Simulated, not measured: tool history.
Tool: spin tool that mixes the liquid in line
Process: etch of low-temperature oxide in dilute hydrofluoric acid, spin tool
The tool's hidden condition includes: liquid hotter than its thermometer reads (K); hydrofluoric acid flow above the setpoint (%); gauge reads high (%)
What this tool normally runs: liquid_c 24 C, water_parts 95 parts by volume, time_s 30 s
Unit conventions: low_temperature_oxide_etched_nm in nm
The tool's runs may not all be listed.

| run | hour | liquid_c | water_parts | time_s | wafers since the last listed run | hours since the thermometer was replaced | hours since the hydrofluoric acid flow meter was replaced | hours since the gauge calibration | read-back film thickness of the low-temperature oxide reference wafer, read on the same gauge (nm) | low_temperature_oxide_etched_nm |
|---|---|---|---|---|---|---|---|---|---|---|
| 1 | 0 | 24 | 95 | 30 | 0 | 1514.5 | 1964.8 | 3273.9 | 129.98 | 7.53 |
| 2 | 59.8 | 25 | 95 | 30 | 1118 | 1574.3 | 2024.6 | 3333.7 | 130.01 | 7.81 |
| 3 | 126 | 25 | 95 | 30 | 1237 | 1640.5 | 2090.8 | 3399.9 | 130 | 7.78 |
| 4 | 163 | 24 | 95 | 30 | 691 | 1677.5 | 2127.8 | 3436.9 | 130.01 | 7.51 |
|  | 199.2 | hydrofluoric acid flow meter replaced |
| 5 | 241.3 | 24 | 95 | 30 | 1445 | 1755.8 | 42.1 | 3515.2 | 130 | 7.15 |
| 6 | 284.6 | 20 | 130 | 30 | 809 | 1799.1 | 85.4 | 3558.5 | 130.02 | 4.28 |
| 7 | 380.8 | 24 | 95 | 40 | 1798 | 1895.3 | 181.6 | 3654.7 | 130.01 | 9.58 |
| 8 | 485.4 | 24 | 95 | 30 | 1955 | 1999.9 | 286.2 | 3759.3 | 130 | 7.21 |
| 9 | 526.4 | 24 | 95 | 30 | 766 | 2040.9 | 327.2 | 3800.3 | 129.99 | 7.31 |
|  | 538.8 | thermometer replaced |
| 10 | 631.9 | 27.5 | 55 | 30 | 1954 | 93.1 | 432.7 | 3905.8 | 130.01 | 15.1 |
| 11 | 670 | 24 | 95 | 50 | 712 | 131.2 | 470.8 | 3943.9 | 130 | 12.07 |
| 12 | 721.6 | 27.5 | 140 | 35 | 964 | 182.8 | 522.4 | 3995.5 | 130.01 | 6.23 |
| 13 | 1042.1 | 22 | 95 | 30 | 5993 | 503.3 | 842.9 | 4316 | 129.99 | 6.71 |
| 14 | 1100 | 24 | 130 | 30 | 1082 | 561.2 | 900.8 | 4373.9 | 130.01 | 5.13 |
| 15 | 1154.1 | 24 | 130 | 30 | 1011 | 615.3 | 954.9 | 4428 | 129.98 | 5.13 |
| 16 | 1378.5 | 28.5 | 140 | 15 | 4196 | 839.7 | 1179.3 | 4652.4 | 130.02 | 2.81 |
| 17 | 1450.9 | 20 | 120 | 30 | 1353 | 912.1 | 1251.7 | 4724.8 | 130.02 | 4.81 |
| 18 | 1491.1 | 24 | 95 | 30 | 751 | 952.3 | 1291.9 | 4765 | 130.01 | 7.38 |
| 19 | 1551.1 | 20.5 | 120 | 25 | 1121 | 1012.3 | 1351.9 | 4825 | 129.97 | 4.1 |
| 20 | 1630.8 | 22 | 95 | 45 | 1490 | 1092 | 1431.6 | 4904.7 | 129.99 | 10.22 |
|  | 1649.4 | gauge calibrated |
| 21 | 1695.5 | 24 | 95 | 30 | 1209 | 1156.7 | 1496.3 | 46.1 | 130 | 7.44 |
| 22 | 1766.1 | 20.5 | 95 | 30 | 1320 | 1227.3 | 1566.9 | 116.7 | 129.98 | 6.43 |
| 23 | 1854.6 | 19.5 | 120 | 30 | 1654 | 1315.8 | 1655.4 | 205.2 | 129.99 | 4.77 |
| 24 | 1931.2 | 24 | 70 | 35 | 1432 | 1392.4 | 1732 | 281.8 | 129.99 | 12.12 |
| 25 | 2019.9 | 27.5 | 45 | 25 | 1658 | 1481.1 | 1820.7 | 370.5 | 130.02 | 16.06 |
| 26 | 2081.1 | 24 | 95 | 30 | 1144 | 1542.3 | 1881.9 | 431.7 | 129.99 | 7.43 |
|  | 2091.6 | hydrofluoric acid flow meter replaced |
| 27 | 2131.7 | 24 | 95 | 25 | 927 | 1592.9 | 40.1 | 482.3 | 130 | 6.03 |
| 28 | 2180.2 | 19.5 | 95 | 15 | 906 | 1641.4 | 88.6 | 530.8 | 130 | 2.99 |
| 29 | 2248 | 19.5 | 130 | 45 | 1267 | 1709.2 | 156.4 | 598.6 | 130.01 | 6.33 |
| 30 | 2337.1 | 24 | 80 | 30 | 1666 | 1798.3 | 245.5 | 687.7 | 130 | 8.71 |
| 31 | 2380.3 | 24 | 120 | 30 | 807 | 1841.5 | 288.7 | 730.9 | 130.01 | 5.5 |
| 32 | 2454.7 | 19.5 | 140 | 30 | 1391 | 1915.9 | 363.1 | 805.3 | 129.98 | 3.9 |
| 33 | 2556.8 | 19.5 | 110 | 40 | 1909 | 2018 | 465.2 | 907.4 | 130 | 6.78 |

Table of differences, measured result less the result of that run with no hidden state. Run-to-run variation is the same in both. Gauge scatter possibly is not:
| run | low_temperature_oxide_etched_nm |
|---|---|
| 1 | +0.35 |
| 2 | +0.36 |
| 3 | +0.37 |
| 4 | +0.36 |
| 5 | +0.04 |
| 6 | +0.03 |
| 7 | +0.07 |
| 8 | +0.07 |
| 9 | +0.08 |
| 10 | +0.19 |
| 11 | +0.16 |
| 12 | +0.1 |
| 13 | +0.14 |
| 14 | +0.12 |
| 15 | +0.12 |
| 16 | +0.08 |
| 17 | +0.13 |
| 18 | +0.21 |
| 19 | +0.12 |
| 20 | +0.31 |
| 21 | +0.24 |
| 22 | +0.21 |
| 23 | +0.17 |
| 24 | +0.43 |
| 25 | +0.59 |
| 26 | +0.3 |
| 27 | +0.02 |
| 28 | +0.01 |
| 29 | +0.03 |
| 30 | +0.06 |
| 31 | +0.05 |
| 32 | +0.04 |
| 33 | +0.07 |
